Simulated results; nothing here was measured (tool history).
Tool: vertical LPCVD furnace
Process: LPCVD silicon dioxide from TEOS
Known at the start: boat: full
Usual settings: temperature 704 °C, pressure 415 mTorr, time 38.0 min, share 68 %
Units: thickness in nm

run,hour,temperature,pressure,time,share,"read-back reference wafer on the same gauge, thickness",thickness
1,0.0,704,415,38.0,68,298.95,345.59
2,6.4,695,415,38.0,68,298.88,279.76
3,26.6,695,415,38.0,68,299.19,279.54
4,63.3,695,415,38.0,68,299.11,280.89
5,74.4,710,415,38.0,75,298.99,418.01
6,88.9,704,415,38.0,77,299.04,367.68
7,132.3,704,415,38.0,77,299.32,368.14
8,150.2,704,415,38.0,77,299.03,369.75
9,182.2,704,390,46.0,68,298.87,407.19
10,189.8,704,415,38.0,68,299.04,347.12
11,203.5,704,415,38.0,57,298.89,318.42
# hour 229.3: TEOS flow controller replaced
12,229.8,704,465,29.0,68,298.69,282.79
13,234.8,710,415,52.5,58,299.09,511.02
14,242.1,699,415,38.0,68,299.10,309.73
# hour 249.1: gauge calibrated
# hour 272.3: pressure gauge zeroed
15,272.8,700,345,38.0,68,298.84,291.08
16,277.7,704,415,31.5,68,298.84,289.04
17,286.9,693,480,38.0,68,298.80,290.93
18,306.7,710,315,44.5,62,299.24,390.34
19,315.4,697,370,38.0,68,298.84,279.96
20,328.7,704,415,38.0,68,299.22,351.59
21,363.0,699,415,29.0,68,298.89,238.66
22,376.5,704,490,38.0,59,298.97,356.44
23,393.1,695,415,38.0,81,298.75,309.26
24,406.3,704,415,38.0,68,299.08,352.38
25,420.4,713,380,38.0,68,298.96,412.96
26,438.9,711,415,30.5,68,299.37,329.98
27,448.9,708,415,38.0,68,298.93,386.61
28,461.2,704,315,47.5,68,298.98,381.07
29,472.3,713,415,32.0,68,298.98,361.83
30,486.3,704,415,42.5,68,299.01,393.76

Measured less the same run without the tool's hidden state. The same run-to-run variation is in both; the gauge's scatter may not be:
The hidden state here: true tube temperature minus thermocouple reading, K; true pressure minus gauge reading, mTorr; deviation of the TEOS flow from its setpoint, %; gauge reads high (%).
run,thickness
1,+0.92
2,+0.86
3,+1.16
4,+1.69
5,+2.67
6,+2.64
7,+3.37
8,+3.67
9,+4.59
10,+4.03
11,+3.86
12,+3.73
13,+6.75
14,+4.26
15,+4.33
16,+4.32
17,+4.54
18,+6.15
19,+4.62
20,+5.87
21,+4.29
22,+6.49
23,+5.89
24,+6.73
25,+7.91
26,+6.51
27,+7.79
28,+7.87
29,+7.44
30,+8.39

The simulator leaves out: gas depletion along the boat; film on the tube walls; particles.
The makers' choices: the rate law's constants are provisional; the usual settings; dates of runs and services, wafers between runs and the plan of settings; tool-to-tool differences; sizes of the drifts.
